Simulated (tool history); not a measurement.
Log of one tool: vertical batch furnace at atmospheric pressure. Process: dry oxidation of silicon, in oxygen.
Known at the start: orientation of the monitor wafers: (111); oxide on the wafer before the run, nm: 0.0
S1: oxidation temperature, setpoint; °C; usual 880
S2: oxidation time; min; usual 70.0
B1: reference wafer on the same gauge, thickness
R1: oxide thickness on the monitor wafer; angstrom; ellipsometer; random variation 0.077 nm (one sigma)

run,hour,S1,S2,B1,R1
1,0.0,880,70.0,32.22,307.6
2,18.2,880,70.0,32.22,306.4
3,44.5,880,70.0,32.23,306.3
4,57.2,880,70.0,32.19,307.3
5,87.4,880,70.0,32.24,305.8
6,101.9,880,70.0,32.20,307.5
7,125.6,880,70.0,32.19,306.4
8,143.4,880,70.0,32.22,305.9
9,163.5,880,95.0,32.21,378.3
10,176.6,880,95.0,32.23,378.1
11,194.8,880,95.0,32.24,377.5
12,216.5,880,70.0,32.21,307.5
13,231.5,880,70.0,32.23,306.4
14,249.4,880,84.0,32.20,350.0
15,280.1,880,53.0,32.18,252.0
16,297.3,880,70.0,32.20,309.0
17,314.1,880,53.0,32.20,252.7
18,342.8,871,81.0,32.20,307.9
19,361.9,867,36.5,32.19,167.8
20,397.0,864,103.0,32.18,339.5
21,420.2,880,99.5,32.20,392.6
22,454.6,872,95.5,32.20,349.9
23,477.7,871,104.5,32.18,368.9
24,497.4,890,88.0,32.18,398.2
25,520.1,880,70.0,32.22,307.8
26,543.2,864,43.5,32.22,183.7
27,570.5,868,70.0,32.22,269.9

Taken out of this log: 4 entries between the listed runs. Where each belongs, and how the hidden state differs across it:
Between runs 10 and 11: gauge calibrated (hour 183.7)
  no hidden state differs between the two runs
Between runs 17 and 18: thermocouples replaced and temperature profile calibrated (hour 342.3)
  no hidden state differs between the two runs
Between runs 21 and 22: boat lift adjusted (hour 454.1)
  no hidden state differs between the two runs
Between runs 24 and 25: gauge calibrated (hour 506.1)
  no hidden state differs between the two runs
